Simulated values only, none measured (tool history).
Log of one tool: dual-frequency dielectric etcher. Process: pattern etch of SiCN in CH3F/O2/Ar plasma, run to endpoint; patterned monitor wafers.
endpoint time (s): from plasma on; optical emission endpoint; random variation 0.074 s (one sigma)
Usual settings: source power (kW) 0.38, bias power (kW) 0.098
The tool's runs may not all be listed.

run,hour,source power (kW),bias power (kW),"incoming incoming film thickness, nm",endpoint time (s)
1,0,0.38,0.082,10.95,26.3
2,42.9,0.38,0.082,10.81,26.3
3,86,0.38,0.098,10.76,24.6
4,194.5,0.38,0.098,10.95,25.1
5,253.7,0.38,0.098,10.93,25.1
# hour 294.4: wet clean of the chamber
6,294.9,0.43,0.098,10.93,23.8
7,308.5,0.43,0.098,10.89,23.5
8,399.9,0.38,0.098,10.86,24.7
9,452.2,0.38,0.098,10.98,24.8
10,506.9,0.38,0.098,10.93,24.9
11,572.5,0.38,0.098,10.88,24.9
# hour 671.1: wet clean of the chamber
12,707.6,0.32,0.098,10.97,26.2
13,748.1,0.38,0.098,10.9,24.9
14,812.1,0.38,0.116,11.01,23.5
15,849.1,0.38,0.098,10.89,24.8
16,894,0.38,0.098,10.93,25.1
# hour 912.2: bias power generator calibrated
# hour 931: source power generator calibrated
17,950.9,0.29,0.114,10.91,25.5
# hour 1030.3: wet clean of the chamber
18,1030.8,0.3,0.12,10.96,24.6
# hour 1083.7: upper electrode replaced
19,1215.6,0.38,0.098,10.86,24.7
20,1258.2,0.34,0.12,10.93,23.8
21,1307,0.38,0.119,10.92,23.3
22,1370.4,0.45,0.098,10.82,23.6

Some steps in endpoint time (s) between neighbouring runs. How much of each would the tool show without its hidden state too (settings, what came in, random variation), and how much is left for the hidden state, with any gauge scatter that isn't in both results?
The hidden state here: etch rate over this chamber's usual, %; source power that arrives over what is set, %; bias power that arrives over what is set, %.
Run 2 -> 3: bias power (kW) 0.082 -> 0.098. endpoint time (s) -1.7: hidden state +0.1, all else -1.8.
Run 5 -> 6: source power (kW) 0.38 -> 0.43, wet clean of the chamber. endpoint time (s) -1.3: hidden state -0.4, all else -0.9.
Run 13 -> 14: bias power (kW) 0.098 -> 0.116. endpoint time (s) -1.4: hidden state +0.1, all else -1.5.
Run 17 -> 18: source power (kW) 0.29 -> 0.3, bias power (kW) 0.114 -> 0.12, wet clean of the chamber. endpoint time (s) -0.9: hidden state -0.3, all else -0.6.
